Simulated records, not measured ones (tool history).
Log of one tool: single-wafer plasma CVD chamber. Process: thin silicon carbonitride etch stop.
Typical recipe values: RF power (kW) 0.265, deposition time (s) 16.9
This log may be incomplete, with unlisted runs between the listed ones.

run     day  RF power (kW)  deposition time (s)  read-back reference wafer on the same gauge, thickness_nm  mean film thickness on the monitor wafer (Å)
  1       0          0.265                 16.9                                                      8.817                                         94.94
  2   1.296          0.265                 16.9                                                      8.812                                         94.28
  3   2.504          0.265                 16.9                                                      8.779                                         94.74
  4   6.221          0.265                 16.9                                                      8.742                                         94.39
  5   6.846          0.265                 16.9                                                      8.746                                         94.32
  6   7.408           0.23                 16.9                                                      8.733                                         91.15
  7   7.929           0.23                 16.9                                                      8.713                                         90.97
  8   8.675           0.23                 16.9                                                      8.705                                         90.95
      9.746  -- showerhead replaced
  9   9.825          0.265                 16.9                                                      8.715                                         94.21
     10.412  -- gauge calibrated
     10.604  -- thermocouple changed; heater temperature recalibrated
 10   10.75          0.265                 16.9                                                      8.819                                         95.19
     13.271  -- RF generator calibrated
 11  13.292           0.31                 19.1                                                      8.831                                        110.77
 12  14.442          0.265                 16.9                                                       8.83                                         94.98
 13  15.471          0.295                   15                                                      8.814                                         86.38
 14  16.142          0.265                   20                                                      8.808                                        112.88
 15  16.725          0.215                 18.6                                                      8.806                                        100.48
 16  17.933          0.265                 16.9                                                      8.815                                          94.6
 17    19.4          0.225                   15                                                      8.797                                         81.29
 18  20.679          0.265                 19.5                                                      8.798                                        108.74
 19  21.796          0.285                 16.9                                                      8.772                                         96.19
 20  22.617           0.24                   14                                                      8.758                                         76.64

Run 21, settings as shown, results not yet in. Your forecast:
 21  23.379           0.31                 16.9                                                          ?                                             ?

Run 21 produced read-back reference wafer on the same gauge, thickness_nm 8.754, mean film thickness on the monitor wafer (Å) 97.63.
Had the tool carried no hidden state, the very same run would have given mean film thickness on the monitor wafer (Å) 98.42.

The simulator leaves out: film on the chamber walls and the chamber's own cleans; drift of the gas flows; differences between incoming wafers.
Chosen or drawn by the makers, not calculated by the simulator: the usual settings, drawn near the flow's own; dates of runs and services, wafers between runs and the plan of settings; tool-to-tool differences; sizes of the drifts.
